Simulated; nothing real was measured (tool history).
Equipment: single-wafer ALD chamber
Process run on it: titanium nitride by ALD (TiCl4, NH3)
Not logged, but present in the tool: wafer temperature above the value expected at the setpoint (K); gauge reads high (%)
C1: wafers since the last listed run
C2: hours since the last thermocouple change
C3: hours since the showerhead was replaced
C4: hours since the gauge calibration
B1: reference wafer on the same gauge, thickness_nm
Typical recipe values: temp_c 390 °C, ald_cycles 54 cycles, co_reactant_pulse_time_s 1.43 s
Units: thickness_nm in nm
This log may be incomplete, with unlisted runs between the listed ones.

Run 1, hour 0: usual settings; C1 0; C2 1142.1; C3 4306.6; C4 840.7; B1 0.937. Result: thickness_nm 1.114 nm.
Run 2, hour 70.1: usual settings but co_reactant_pulse_time_s 1.29 s; C1 233; C2 1212.2; C3 4376.7; C4 910.8; B1 0.937. Result: thickness_nm 1.108 nm.
Run 3, hour 377: usual settings but co_reactant_pulse_time_s 1.29 s; C1 1021; C2 1519.1; C3 4683.6; C4 1217.7; B1 0.931. Result: thickness_nm 1.105 nm.
Run 4, hour 461.8: usual settings; C1 282; C2 1603.9; C3 4768.4; C4 1302.5; B1 0.932. Result: thickness_nm 1.103 nm.
Run 5, hour 535.3: usual settings; C1 244; C2 1677.4; C3 4841.9; C4 1376; B1 0.93. Result: thickness_nm 1.098 nm.
Run 6, hour 606.2: usual settings; C1 236; C2 1748.3; C3 4912.8; C4 1446.9; B1 0.928. Result: thickness_nm 1.104 nm.
Run 7, hour 710.1: usual settings; C1 345; C2 1852.2; C3 5016.7; C4 1550.8; B1 0.928. Result: thickness_nm 1.103 nm.
Run 8, hour 797.7: usual settings; C1 291; C2 1939.8; C3 5104.3; C4 1638.4; B1 0.926. Result: thickness_nm 1.099 nm.
Run 9, hour 869.5: usual settings; C1 239; C2 2011.6; C3 5176.1; C4 1710.2; B1 0.924. Result: thickness_nm 1.101 nm.
At hour 952: gauge calibrated.
Run 10, hour 961.5: usual settings but ald_cycles 57 cycles; C1 306; C2 2103.6; C3 5268.1; C4 9.5; B1 0.95. Result: thickness_nm 1.191 nm.
Run 11, hour 1006.8: usual settings but ald_cycles 57 cycles; C1 150; C2 2148.9; C3 5313.4; C4 54.8; B1 0.95. Result: thickness_nm 1.192 nm.
Run 12, hour 1126.9: usual settings but co_reactant_pulse_time_s 1.1 s; C1 399; C2 2269; C3 5433.5; C4 174.9; B1 0.949. Result: thickness_nm 1.108 nm.
Run 13, hour 1167.9: usual settings but co_reactant_pulse_time_s 1.1 s; C1 136; C2 2310; C3 5474.5; C4 215.9; B1 0.946. Result: thickness_nm 1.11 nm.
At hour 1176.5: thermocouple changed; heater temperature recalibrated.
Run 14, hour 1271.2: usual settings but co_reactant_pulse_time_s 1.1 s; C1 317; C2 94.7; C3 5577.8; C4 319.2; B1 0.946. Result: thickness_nm 1.109 nm.
Run 15, hour 1362.1: usual settings but temp_c 400 °C, ald_cycles 60 cycles, co_reactant_pulse_time_s 1.17 s; C1 302; C2 185.6; C3 5668.7; C4 410.1; B1 0.944. Result: thickness_nm 1.247 nm.
Run 16, hour 1408.3: usual settings but ald_cycles 60 cycles, co_reactant_pulse_time_s 1.77 s; C1 153; C2 231.8; C3 5714.9; C4 456.3; B1 0.944. Result: thickness_nm 1.258 nm.
Run 17, hour 1508.8: usual settings but co_reactant_pulse_time_s 1.8 s; C1 334; C2 332.3; C3 5815.4; C4 556.8; B1 0.943. Result: thickness_nm 1.136 nm.
Run 18, hour 1570: usual settings but co_reactant_pulse_time_s 0.9 s; C1 203; C2 393.5; C3 5876.6; C4 618; B1 0.943. Result: thickness_nm 1.085 nm.
Run 19, hour 1609.7: usual settings but co_reactant_pulse_time_s 1.27 s; C1 132; C2 433.2; C3 5916.3; C4 657.7; B1 0.942. Result: thickness_nm 1.11 nm.
At hour 1669.4: showerhead replaced.
Run 20, hour 1699: usual settings but temp_c 382 °C, co_reactant_pulse_time_s 1.89 s; C1 270; C2 522.5; C3 29.6; C4 747; B1 0.94. Result: thickness_nm 1.124 nm.
Run 21, hour 1781.8: usual settings but temp_c 377 °C; C1 275; C2 605.3; C3 112.4; C4 829.8; B1 0.938. Result: thickness_nm 1.099 nm.
Run 22, hour 1836.8: usual settings; C1 183; C2 660.3; C3 167.4; C4 884.8; B1 0.938. Result: thickness_nm 1.113 nm.
Run 23, hour 1886.2: usual settings but ald_cycles 58 cycles, co_reactant_pulse_time_s 1.81 s; C1 164; C2 709.7; C3 216.8; C4 934.2; B1 0.937. Result: thickness_nm 1.208 nm.
Run 24, hour 1990.3: usual settings but ald_cycles 58 cycles, co_reactant_pulse_time_s 1.81 s; C1 346; C2 813.8; C3 320.9; C4 1038.3; B1 0.936. Result: thickness_nm 1.209 nm.
Run 25, hour 2083.2: usual settings; C1 309; C2 906.7; C3 413.8; C4 1131.2; B1 0.934. Result: thickness_nm 1.114 nm.
Run 26, hour 2124.4: usual settings but ald_cycles 65 cycles; C1 137; C2 947.9; C3 455; C4 1172.4; B1 0.935. Result: thickness_nm 1.337 nm.
Run 27, hour 2188.3: usual settings but temp_c 403 °C, ald_cycles 46 cycles; C1 212; C2 1011.8; C3 518.9; C4 1236.3; B1 0.932. Result: thickness_nm 0.956 nm.
Run 28, hour 2283.3: usual settings; C1 316; C2 1106.8; C3 613.9; C4 1331.3; B1 0.932. Result: thickness_nm 1.107 nm.

For each run, what was the tool's unlogged condition?
wafer temperature above the value expected at the setpoint (K): 0 in every run
H1: gauge reads high (%)
run        H1
  1     -1.32
  2     -1.43
  3     -1.89
  4     -2.02
  5     -2.13
  6     -2.24
  7      -2.4
  8     -2.53
  9     -2.64
 10    0.0614
 11  -0.00718
 12    -0.189
 13    -0.251
 14    -0.408
 15    -0.545
 16    -0.615
 17    -0.768
 18     -0.86
 19     -0.92
 20     -1.06
 21     -1.18
 22     -1.26
 23     -1.34
 24      -1.5
 25     -1.64
 26      -1.7
 27      -1.8
 28     -1.94

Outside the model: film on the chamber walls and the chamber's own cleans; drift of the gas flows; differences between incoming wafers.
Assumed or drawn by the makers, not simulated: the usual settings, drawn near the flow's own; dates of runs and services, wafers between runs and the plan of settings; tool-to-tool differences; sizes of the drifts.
